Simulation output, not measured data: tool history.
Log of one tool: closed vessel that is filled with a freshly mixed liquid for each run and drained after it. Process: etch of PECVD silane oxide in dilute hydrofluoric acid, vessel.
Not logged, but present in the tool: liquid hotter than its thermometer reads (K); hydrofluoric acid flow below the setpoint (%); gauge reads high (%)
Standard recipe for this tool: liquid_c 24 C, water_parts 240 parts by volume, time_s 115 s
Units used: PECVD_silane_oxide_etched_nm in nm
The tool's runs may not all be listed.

run	hour	liquid_c	water_parts	time_s	wafers since the last listed run	hours since the thermometer was replaced	hours since the hydrofluoric acid flow meter was replaced	hours since the gauge calibration	read-back film thickness of the PECVD silane oxide reference wafer, read on the same gauge (nm)	PECVD_silane_oxide_etched_nm
1	0	20.5	175	115	0	2019	1280.4	584.7	61.93	7.94
2	26.8	20.5	175	115	1544	2045.8	1307.2	611.5	61.99	8.01
3	52.6	20.5	175	115	1486	2071.6	1333	637.3	61.99	8.01
4	118.7	24	240	115	3809	2137.7	1399.1	703.4	62.02	6.24
5	190.1	24	240	115	4115	2209.1	1470.5	774.8	62.11	6.23
6	214.3	24	195	115	1394	2233.3	1494.7	799	62.14	8.05
7	280	24	240	145	3786	2299	1560.4	864.7	62.15	7.82
8	319.1	24	240	145	2253	2338.1	1599.5	903.8	62.16	7.79
9	373.2	25	240	115	3118	2392.2	1653.6	957.9	62.2	6.42
10	410.6	24	240	115	2155	2429.6	1691	995.3	62.21	6.18
# hour 456.9: gauge calibrated
# hour 540.9: thermometer replaced
11	600.9	24	240	115	10910	60	1881.3	144	61.55	6.12
12	647.4	22	170	170	2679	106.5	1927.8	190.5	61.78	12.89
13	697.4	24	275	115	2881	156.5	1977.8	240.5	61.95	5.21
# hour 727.8: hydrofluoric acid flow meter replaced
14	754.9	27.5	325	155	3256	214	27.1	298	62.13	6.38
15	819.8	24	240	115	3740	278.9	92	362.9	62.33	6.22

Forecast run 16:
16	870.1	24	240	65	2899	329.2	142.3	413.2	?	?

Run 16 produced read-back film thickness of the PECVD silane oxide reference wafer, read on the same gauge (nm) 62.43, PECVD_silane_oxide_etched_nm 3.51 nm.
With no hidden state in the tool, this same run would have given PECVD_silane_oxide_etched_nm 3.38 nm.
